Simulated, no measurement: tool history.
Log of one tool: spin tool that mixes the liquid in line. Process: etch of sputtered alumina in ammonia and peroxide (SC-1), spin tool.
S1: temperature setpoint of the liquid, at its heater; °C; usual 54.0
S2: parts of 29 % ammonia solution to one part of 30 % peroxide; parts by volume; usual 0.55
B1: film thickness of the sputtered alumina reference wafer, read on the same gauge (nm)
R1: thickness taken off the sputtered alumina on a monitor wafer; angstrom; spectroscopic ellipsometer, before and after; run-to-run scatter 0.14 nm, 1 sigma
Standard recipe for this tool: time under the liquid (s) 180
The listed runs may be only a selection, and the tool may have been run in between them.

{"run": 1, "hour": 0.0, "S1": 48.0, "S2": 0.55, "time under the liquid (s)": 180, "B1": 130.04, "R1": 113.6}
{"run": 2, "hour": 40.7, "S1": 48.0, "S2": 0.55, "time under the liquid (s)": 180, "B1": 130.0, "R1": 115.8}
{"hour": 84.7, "done": "thermometer replaced"}
{"run": 3, "hour": 146.1, "S1": 54.0, "S2": 0.4, "time under the liquid (s)": 140, "B1": 129.99, "R1": 129.7}
{"run": 4, "hour": 223.0, "S1": 50.0, "S2": 0.35, "time under the liquid (s)": 285, "B1": 130.02, "R1": 213.1}
{"run": 5, "hour": 280.4, "S1": 54.0, "S2": 0.55, "time under the liquid (s)": 180, "B1": 130.03, "R1": 170.9}
{"hour": 302.9, "done": "new drum of ammonia solution connected"}
{"run": 6, "hour": 335.1, "S1": 61.5, "S2": 0.3, "time under the liquid (s)": 150, "B1": 130.03, "R1": 198.0}
{"run": 7, "hour": 438.9, "S1": 54.0, "S2": 0.55, "time under the liquid (s)": 180, "B1": 130.0, "R1": 169.4}
{"hour": 443.7, "done": "gauge calibrated"}
{"run": 8, "hour": 515.9, "S1": 50.5, "S2": 0.65, "time under the liquid (s)": 100, "B1": 129.98, "R1": 78.4}
{"run": 9, "hour": 577.5, "S1": 50.5, "S2": 0.3, "time under the liquid (s)": 75, "B1": 129.99, "R1": 54.1}
{"run": 10, "hour": 671.7, "S1": 54.0, "S2": 0.65, "time under the liquid (s)": 265, "B1": 129.99, "R1": 247.2}
{"run": 11, "hour": 709.5, "S1": 46.5, "S2": 0.75, "time under the liquid (s)": 235, "B1": 130.03, "R1": 147.2}
{"run": 12, "hour": 749.7, "S1": 54.0, "S2": 0.55, "time under the liquid (s)": 235, "B1": 129.97, "R1": 216.7}
{"hour": 785.4, "done": "ammonia flow meter replaced"}
{"run": 13, "hour": 796.4, "S1": 54.0, "S2": 0.75, "time under the liquid (s)": 180, "B1": 130.02, "R1": 169.8}
{"run": 14, "hour": 849.9, "S1": 51.5, "S2": 0.8, "time under the liquid (s)": 80, "B1": 130.0, "R1": 65.8}
{"run": 15, "hour": 900.5, "S1": 54.0, "S2": 0.55, "time under the liquid (s)": 180, "B1": 130.03, "R1": 162.0}
{"run": 16, "hour": 962.6, "S1": 54.0, "S2": 0.55, "time under the liquid (s)": 95, "B1": 129.98, "R1": 86.1}
{"run": 17, "hour": 1026.9, "S1": 44.5, "S2": 0.45, "time under the liquid (s)": 215, "B1": 130.0, "R1": 111.0}
{"run": 18, "hour": 1074.6, "S1": 45.0, "S2": 0.3, "time under the liquid (s)": 120, "B1": 130.02, "R1": 62.6}
{"run": 19, "hour": 1173.2, "S1": 48.5, "S2": 0.45, "time under the liquid (s)": 180, "B1": 130.02, "R1": 114.0}
{"run": 20, "hour": 1226.9, "S1": 59.0, "S2": 0.65, "time under the liquid (s)": 235, "B1": 129.99, "R1": 273.6}
{"hour": 1269.4, "done": "thermometer replaced"}
{"run": 21, "hour": 1270.4, "S1": 54.0, "S2": 0.55, "time under the liquid (s)": 180, "B1": 130.02, "R1": 174.7}
{"run": 22, "hour": 1353.9, "S1": 54.0, "S2": 0.55, "time under the liquid (s)": 180, "B1": 129.97, "R1": 172.5}
{"run": 23, "hour": 1516.9, "S1": 61.0, "S2": 0.55, "time under the liquid (s)": 180, "B1": 130.05, "R1": 247.2}
{"hour": 1537.2, "done": "new drum of ammonia solution connected"}
{"run": 24, "hour": 1597.2, "S1": 60.0, "S2": 0.3, "time under the liquid (s)": 260, "B1": 130.01, "R1": 316.2}
{"run": 25, "hour": 1698.0, "S1": 62.5, "S2": 0.7, "time under the liquid (s)": 255, "B1": 129.99, "R1": 377.8}

Here are 3 independent what-if runs from the current tool condition. What would each one return?
{"run": "A", "hour": 1698.5, "S1": 54.0, "S2": 0.55, "time under the liquid (s)": 135, "B1": "?", "R1": "?"}
{"run": "B", "hour": 1698.5, "S1": 57.0, "S2": 0.25, "time under the liquid (s)": 270, "B1": "?", "R1": "?"}
{"run": "C", "hour": 1698.5, "S1": 59.0, "S2": 0.55, "time under the liquid (s)": 180, "B1": "?", "R1": "?"}

run=A B1=130.04 R1=125.3
run=B B1=130.04 R1=272.8
run=C B1=130.04 R1=217.6
With no hidden state in the tool, these same runs would have given:
run=A R1=130.6
run=B R1=284.2
run=C R1=226.6
